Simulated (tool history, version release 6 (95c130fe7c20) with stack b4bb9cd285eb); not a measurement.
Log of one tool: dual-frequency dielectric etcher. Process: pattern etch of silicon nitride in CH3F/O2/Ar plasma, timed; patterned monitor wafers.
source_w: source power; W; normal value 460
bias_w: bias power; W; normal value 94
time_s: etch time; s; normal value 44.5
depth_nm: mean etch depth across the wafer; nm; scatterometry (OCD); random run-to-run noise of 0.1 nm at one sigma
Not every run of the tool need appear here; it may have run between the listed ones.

| run | hour | source_w | bias_w | time_s | read-back reference wafer on the same gauge, depth_nm | depth_nm |
|---|---|---|---|---|---|---|
| 1 | 0.0 | 460 | 94 | 49.5 | 38.12 | 39.87 |
| 2 | 71.9 | 460 | 94 | 44.5 | 38.09 | 36.02 |
| 3 | 112.2 | 460 | 94 | 44.5 | 38.12 | 36.26 |
| 4 | 180.8 | 460 | 94 | 44.5 | 38.14 | 36.35 |
| 5 | 226.5 | 460 | 94 | 44.5 | 38.11 | 36.36 |
|  | 274.9 | wet clean of the chamber |
| 6 | 293.0 | 460 | 94 | 44.5 | 38.12 | 35.60 |
| 7 | 339.3 | 460 | 94 | 52.0 | 38.12 | 41.58 |
| 8 | 369.3 | 460 | 94 | 52.0 | 38.12 | 41.58 |
| 9 | 436.9 | 460 | 94 | 52.0 | 38.10 | 41.81 |
|  | 494.9 | upper electrode replaced |
|  | 500.0 | source power generator calibrated |
| 10 | 508.8 | 460 | 85 | 44.5 | 38.09 | 35.03 |
| 11 | 556.2 | 460 | 85 | 44.5 | 38.09 | 35.31 |
|  | 587.0 | gauge calibrated |
|  | 595.3 | wet clean of the chamber |
| 12 | 610.8 | 460 | 85 | 44.5 | 38.11 | 34.36 |
| 13 | 644.2 | 460 | 94 | 44.5 | 38.14 | 35.55 |
| 14 | 714.9 | 460 | 117 | 31.5 | 38.09 | 27.07 |
| 15 | 771.4 | 360 | 87 | 44.5 | 38.09 | 31.39 |
| 16 | 816.2 | 460 | 94 | 44.5 | 38.11 | 36.00 |
| 17 | 842.4 | 410 | 80 | 44.5 | 38.09 | 33.02 |
|  | 898.9 | wet clean of the chamber |
| 18 | 901.2 | 460 | 85 | 44.5 | 38.12 | 34.71 |
|  | 1048.6 | bias power generator calibrated |
| 19 | 1094.2 | 420 | 94 | 44.5 | 38.09 | 34.59 |
| 20 | 1158.3 | 380 | 117 | 44.5 | 38.11 | 35.57 |
| 21 | 1193.5 | 500 | 112 | 35.0 | 38.08 | 31.46 |
|  | 1246.9 | wet clean of the chamber |
| 22 | 1247.4 | 460 | 94 | 44.5 | 38.12 | 35.25 |
| 23 | 1296.8 | 460 | 75 | 44.5 | 38.12 | 33.47 |
| 24 | 1324.0 | 360 | 71 | 44.5 | 38.08 | 29.35 |

Each row is a separate what-if for the run after 24, all from the same tool condition, not one after another. Results?
| A | 1324.4 | 460 | 87 | 44.5 | ? | ? |
| B | 1324.4 | 460 | 101 | 44.5 | ? | ? |
| C | 1324.4 | 380 | 113 | 40.5 | ? | ? |
| D | 1324.4 | 430 | 79 | 33.5 | ? | ? |

| run | read-back reference wafer on the same gauge, depth_nm | depth_nm |
|---|---|---|
| A | 38.11 | 34.99 |
| B | 38.11 | 36.49 |
| C | 38.11 | 31.42 |
| D | 38.11 | 24.87 |
With the hidden condition removed and each run's random variation left untouched, the same runs would have given:
| run | depth_nm |
|---|---|
| A | 34.87 |
| B | 36.37 |
| C | 31.32 |
| D | 24.79 |

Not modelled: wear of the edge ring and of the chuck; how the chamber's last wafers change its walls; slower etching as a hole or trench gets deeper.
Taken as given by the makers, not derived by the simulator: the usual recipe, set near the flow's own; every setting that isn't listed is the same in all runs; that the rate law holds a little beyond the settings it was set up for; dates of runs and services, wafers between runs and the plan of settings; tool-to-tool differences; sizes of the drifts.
